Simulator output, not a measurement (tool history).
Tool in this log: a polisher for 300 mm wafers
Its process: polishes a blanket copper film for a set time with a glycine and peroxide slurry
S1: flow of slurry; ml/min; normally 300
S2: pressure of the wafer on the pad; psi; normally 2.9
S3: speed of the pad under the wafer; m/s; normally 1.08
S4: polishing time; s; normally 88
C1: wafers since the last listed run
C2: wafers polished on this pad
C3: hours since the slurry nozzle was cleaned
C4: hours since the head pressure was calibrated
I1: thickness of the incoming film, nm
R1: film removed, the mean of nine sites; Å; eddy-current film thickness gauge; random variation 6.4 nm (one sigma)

{"run": 1, "hour": 0.0, "S1": 300, "S2": 2.9, "S3": 1.08, "S4": 112, "C1": 0, "C2": 551, "C3": 50.5, "C4": 370.1, "I1": 1985.1, "R1": 5556}
{"hour": 9.8, "done": "head pressure recalibrated"}
{"run": 2, "hour": 61.1, "S1": 300, "S2": 2.9, "S3": 1.08, "S4": 112, "C1": 399, "C2": 951, "C3": 111.6, "C4": 51.3, "I1": 1948.4, "R1": 5920}
{"run": 3, "hour": 86.3, "S1": 300, "S2": 2.9, "S3": 1.08, "S4": 88, "C1": 170, "C2": 1121, "C3": 136.8, "C4": 76.5, "I1": 1980.1, "R1": 4522}
{"run": 4, "hour": 135.7, "S1": 300, "S2": 2.9, "S3": 1.08, "S4": 97, "C1": 334, "C2": 1455, "C3": 186.2, "C4": 125.9, "I1": 1939.4, "R1": 5065}
{"hour": 197.1, "done": "worn pad replaced by a new one"}
{"run": 5, "hour": 197.6, "S1": 300, "S2": 2.9, "S3": 1.08, "S4": 88, "C1": 391, "C2": 3, "C3": 248.1, "C4": 187.8, "I1": 1926.0, "R1": 4585}
{"run": 6, "hour": 218.5, "S1": 300, "S2": 2.9, "S3": 1.08, "S4": 88, "C1": 141, "C2": 144, "C3": 269.0, "C4": 208.7, "I1": 1931.3, "R1": 4480}
{"hour": 255.4, "done": "slurry nozzle cleaned"}
{"run": 7, "hour": 281.5, "S1": 300, "S2": 2.9, "S3": 1.08, "S4": 88, "C1": 419, "C2": 563, "C3": 26.1, "C4": 271.7, "I1": 1966.0, "R1": 4415}
{"run": 8, "hour": 316.9, "S1": 300, "S2": 2.9, "S3": 1.08, "S4": 88, "C1": 239, "C2": 803, "C3": 61.5, "C4": 307.1, "I1": 1979.6, "R1": 4313}
{"run": 9, "hour": 375.1, "S1": 300, "S2": 2.9, "S3": 1.08, "S4": 88, "C1": 393, "C2": 1196, "C3": 119.7, "C4": 365.3, "I1": 1951.4, "R1": 4371}
{"run": 10, "hour": 425.4, "S1": 300, "S2": 2.9, "S3": 1.08, "S4": 88, "C1": 340, "C2": 1537, "C3": 170.0, "C4": 415.6, "I1": 1951.0, "R1": 4213}
{"hour": 449.4, "done": "head pressure recalibrated"}
{"hour": 474.9, "done": "worn pad replaced by a new one"}
{"run": 11, "hour": 488.8, "S1": 300, "S2": 2.9, "S3": 1.08, "S4": 88, "C1": 388, "C2": 94, "C3": 233.4, "C4": 39.4, "I1": 1996.8, "R1": 4023}
{"hour": 516.5, "done": "slurry nozzle cleaned"}
{"run": 12, "hour": 519.0, "S1": 330, "S2": 2.9, "S3": 0.98, "S4": 88, "C1": 197, "C2": 291, "C3": 2.5, "C4": 69.6, "I1": 1987.7, "R1": 3848}
{"run": 13, "hour": 560.2, "S1": 330, "S2": 2.9, "S3": 0.98, "S4": 88, "C1": 278, "C2": 570, "C3": 43.7, "C4": 110.8, "I1": 1993.1, "R1": 3603}
{"run": 14, "hour": 586.0, "S1": 300, "S2": 2.9, "S3": 1.08, "S4": 88, "C1": 174, "C2": 745, "C3": 69.5, "C4": 136.6, "I1": 1946.4, "R1": 4047}
{"hour": 615.5, "done": "head pressure recalibrated, repeated, since the last time left the tool worse"}
{"run": 15, "hour": 618.0, "S1": 215, "S2": 2.9, "S3": 1.42, "S4": 88, "C1": 202, "C2": 947, "C3": 101.5, "C4": 2.5, "I1": 1969.3, "R1": 5632}
{"run": 16, "hour": 648.5, "S1": 300, "S2": 2.9, "S3": 1.44, "S4": 88, "C1": 206, "C2": 1154, "C3": 132.0, "C4": 33.0, "I1": 1968.9, "R1": 6038}
{"run": 17, "hour": 699.5, "S1": 300, "S2": 3.9, "S3": 1.08, "S4": 66, "C1": 344, "C2": 1499, "C3": 183.0, "C4": 84.0, "I1": 1964.1, "R1": 4425}
{"hour": 715.8, "done": "worn pad replaced by a new one"}
{"run": 18, "hour": 726.6, "S1": 300, "S2": 3.5, "S3": 1.08, "S4": 88, "C1": 156, "C2": 72, "C3": 210.1, "C4": 111.1, "I1": 1921.7, "R1": 5323}
{"run": 19, "hour": 791.8, "S1": 380, "S2": 2.9, "S3": 1.08, "S4": 88, "C1": 440, "C2": 513, "C3": 275.3, "C4": 176.3, "I1": 1963.5, "R1": 4552}
{"run": 20, "hour": 834.6, "S1": 300, "S2": 2.9, "S3": 1.08, "S4": 88, "C1": 289, "C2": 803, "C3": 318.1, "C4": 219.1, "I1": 1991.3, "R1": 4481}
{"hour": 863.2, "done": "slurry nozzle cleaned"}
{"run": 21, "hour": 904.2, "S1": 300, "S2": 2.9, "S3": 1.08, "S4": 88, "C1": 463, "C2": 1267, "C3": 41.0, "C4": 288.7, "I1": 1934.5, "R1": 4538}
{"hour": 933.6, "done": "worn pad replaced by a new one"}
{"run": 22, "hour": 935.9, "S1": 300, "S2": 2.9, "S3": 1.08, "S4": 88, "C1": 187, "C2": 15, "C3": 72.7, "C4": 320.4, "I1": 1923.6, "R1": 4359}
{"run": 23, "hour": 1003.7, "S1": 270, "S2": 2.2, "S3": 0.74, "S4": 96, "C1": 458, "C2": 474, "C3": 140.5, "C4": 388.2, "I1": 1973.0, "R1": 2773}
{"run": 24, "hour": 1070.3, "S1": 255, "S2": 2.9, "S3": 0.76, "S4": 58, "C1": 450, "C2": 924, "C3": 207.1, "C4": 454.8, "I1": 1999.7, "R1": 2057}
{"hour": 1075.7, "done": "head pressure recalibrated"}
{"run": 25, "hour": 1133.1, "S1": 395, "S2": 2.5, "S3": 1.08, "S4": 64, "C1": 411, "C2": 1336, "C3": 269.9, "C4": 57.4, "I1": 1928.9, "R1": 2955}
{"hour": 1168.9, "done": "slurry nozzle cleaned"}
{"run": 26, "hour": 1174.9, "S1": 300, "S2": 2.9, "S3": 1.08, "S4": 88, "C1": 275, "C2": 1612, "C3": 6.0, "C4": 99.2, "I1": 1960.9, "R1": 4435}
{"hour": 1189.1, "done": "worn pad replaced by a new one"}
{"run": 27, "hour": 1209.0, "S1": 300, "S2": 3.2, "S3": 1.08, "S4": 88, "C1": 203, "C2": 134, "C3": 40.1, "C4": 133.3, "I1": 1991.2, "R1": 4916}
{"run": 28, "hour": 1275.8, "S1": 250, "S2": 2.9, "S3": 1.08, "S4": 88, "C1": 451, "C2": 586, "C3": 106.9, "C4": 200.1, "I1": 1951.2, "R1": 4471}

Predict each of these 3 candidate next runs independently; none follows another, all start after run 28:
{"run": "A", "hour": 1276.3, "S1": 300, "S2": 3.3, "S3": 1.08, "S4": 88, "C1": 3, "C2": 590, "C3": 107.4, "C4": 200.6, "I1": 1954.7, "R1": "?"}
{"run": "B", "hour": 1276.3, "S1": 395, "S2": 3.5, "S3": 0.74, "S4": 88, "C1": 3, "C2": 590, "C3": 107.4, "C4": 200.6, "I1": 1954.7, "R1": "?"}
{"run": "C", "hour": 1276.3, "S1": 300, "S2": 2.0, "S3": 1.08, "S4": 88, "C1": 3, "C2": 590, "C3": 107.4, "C4": 200.6, "I1": 1954.7, "R1": "?"}

run=A R1=4981
run=B R1=3864
run=C R1=3370
The same runs, with their run-to-run variation unchanged, on a tool lacking any hidden condition would have given:
run=A R1=5016
run=B R1=3890
run=C R1=3392

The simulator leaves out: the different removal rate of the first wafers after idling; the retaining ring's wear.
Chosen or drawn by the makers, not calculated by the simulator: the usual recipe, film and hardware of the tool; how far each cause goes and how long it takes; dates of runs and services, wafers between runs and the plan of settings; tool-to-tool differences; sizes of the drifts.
